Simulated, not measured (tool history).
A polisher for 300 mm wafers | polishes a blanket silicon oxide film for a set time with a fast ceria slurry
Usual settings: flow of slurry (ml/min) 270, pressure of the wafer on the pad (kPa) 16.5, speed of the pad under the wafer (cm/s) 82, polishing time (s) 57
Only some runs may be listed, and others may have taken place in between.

run,day,flow of slurry (ml/min),pressure of the wafer on the pad (kPa),speed of the pad under the wafer (cm/s),polishing time (s),wafers since the last listed run,wafers polished on this pad,hours since the slurry nozzle was cleaned,hours since the head pressure was calibrated,"incoming thickness of the incoming film, nm",film removed (Å)
1,0,270,16.5,82,57,0,1729,2.8,300.1,1785.8,6088
2,0.8,270,16.5,82,57,236,1966,22,319.3,1794.3,5928
3,1.333,270,16.5,82,57,157,2124,34.8,332.1,1789.9,6060
4,2.479,270,14.5,82,69,339,2463,62.3,359.6,1792.6,6477
5,3.379,270,14.5,82,69,266,2729,83.9,381.2,1775.7,6477
6,4.588,270,16.5,82,71,357,3087,112.9,410.2,1795.9,7491
# day 4.888: worn pad replaced by a new one
7,5.642,270,16.5,82,71,262,223,138.2,435.5,1797,7607
8,6.388,270,16.5,82,71,220,444,156.1,453.4,1800,7521
9,7.517,270,16.5,82,57,334,778,183.2,480.5,1798.3,6043
10,8.3,270,16.5,82,57,231,1010,202,499.3,1799.4,6036
11,8.908,270,16.5,82,57,180,1190,216.6,513.9,1796,5900
# day 9.371: head pressure recalibrated
12,10.062,270,16.5,82,57,316,1507,244.3,16.6,1791.4,6152
13,11.454,270,16.5,82,57,411,1918,277.7,50,1792.3,5996
14,12.529,270,16.5,82,71,318,2237,303.5,75.8,1787.7,7380
# day 13.658: worn pad replaced by a new one
15,13.829,270,16.5,82,71,335,50,334.7,107,1801,7508
16,14.754,340,12.4,102,57,273,324,356.9,129.2,1782.2,6099
17,16.158,235,20,82,72,415,740,390.6,162.9,1787.3,8795
18,17.375,270,16.5,82,57,360,1100,419.8,192.1,1812.7,5941
19,18.671,270,21.4,68,65,383,1483,450.9,223.2,1797.9,7122
20,19.517,270,16.5,82,57,250,1734,471.2,243.5,1762.5,6083
21,20.375,185,16.5,82,71,254,1988,491.8,264.1,1764.6,7073
22,21.275,235,16.5,82,70,266,2254,513.4,285.7,1776.2,7238
23,22.25,270,14.5,82,69,288,2542,536.8,309.1,1779.7,6546
24,23.742,270,19.3,82,57,441,2984,572.6,344.9,1788.8,6955
# day 24.504: slurry nozzle cleaned
# day 24.667: worn pad replaced by a new one
25,24.688,270,20.7,82,57,220,6,4.4,367.6,1764,7274
26,25.75,270,11.7,82,57,314,321,29.9,393.1,1797.6,4545
27,26.829,325,20.7,82,70,319,640,55.8,419,1756.5,9122
28,27.85,330,16.5,82,64,302,942,80.3,443.5,1822.5,6952
29,28.9,215,12.4,82,57,310,1253,105.5,468.7,1792.4,4569
30,29.683,240,21.4,82,57,231,1485,124.3,487.5,1791.8,7296
31,30.829,270,16.5,82,39,339,1824,151.8,515,1783.2,4139
32,31.675,270,16.5,82,57,250,2074,172.1,535.3,1814.7,5935
33,32.862,270,16.5,82,57,351,2426,200.6,563.8,1777.1,5968
# day 33.812: worn pad replaced by a new one
34,33.925,350,16.5,82,57,265,33,226.1,589.3,1786.2,6255
# day 34.308: head pressure recalibrated
35,35.383,270,16.5,82,57,406,440,261.1,25.8,1789.2,6032
36,36.312,270,16.5,62,70,274,715,283.4,48.1,1779.6,5540

Branching from run 36: 5 alternative next runs. What would each branch give?
A,36.329,270,16.5,82,57,4,720,283.8,48.5,1768.9,?
B,36.329,270,20.7,66,45,4,720,283.8,48.5,1768.9,?
C,36.329,270,22.1,82,66,4,720,283.8,48.5,1768.9,?
D,36.329,270,16.5,62,62,4,720,283.8,48.5,1768.9,?
E,36.329,245,21.4,68,39,4,720,283.8,48.5,1768.9,?

run,film removed (Å)
A,5977
B,4604
C,8879
D,4916
E,4183
The same runs, with their run-to-run variation unchanged, on a tool lacking any hidden condition would have given:
run,film removed (Å)
A,5977
B,4604
C,8879
D,4916
E,4183

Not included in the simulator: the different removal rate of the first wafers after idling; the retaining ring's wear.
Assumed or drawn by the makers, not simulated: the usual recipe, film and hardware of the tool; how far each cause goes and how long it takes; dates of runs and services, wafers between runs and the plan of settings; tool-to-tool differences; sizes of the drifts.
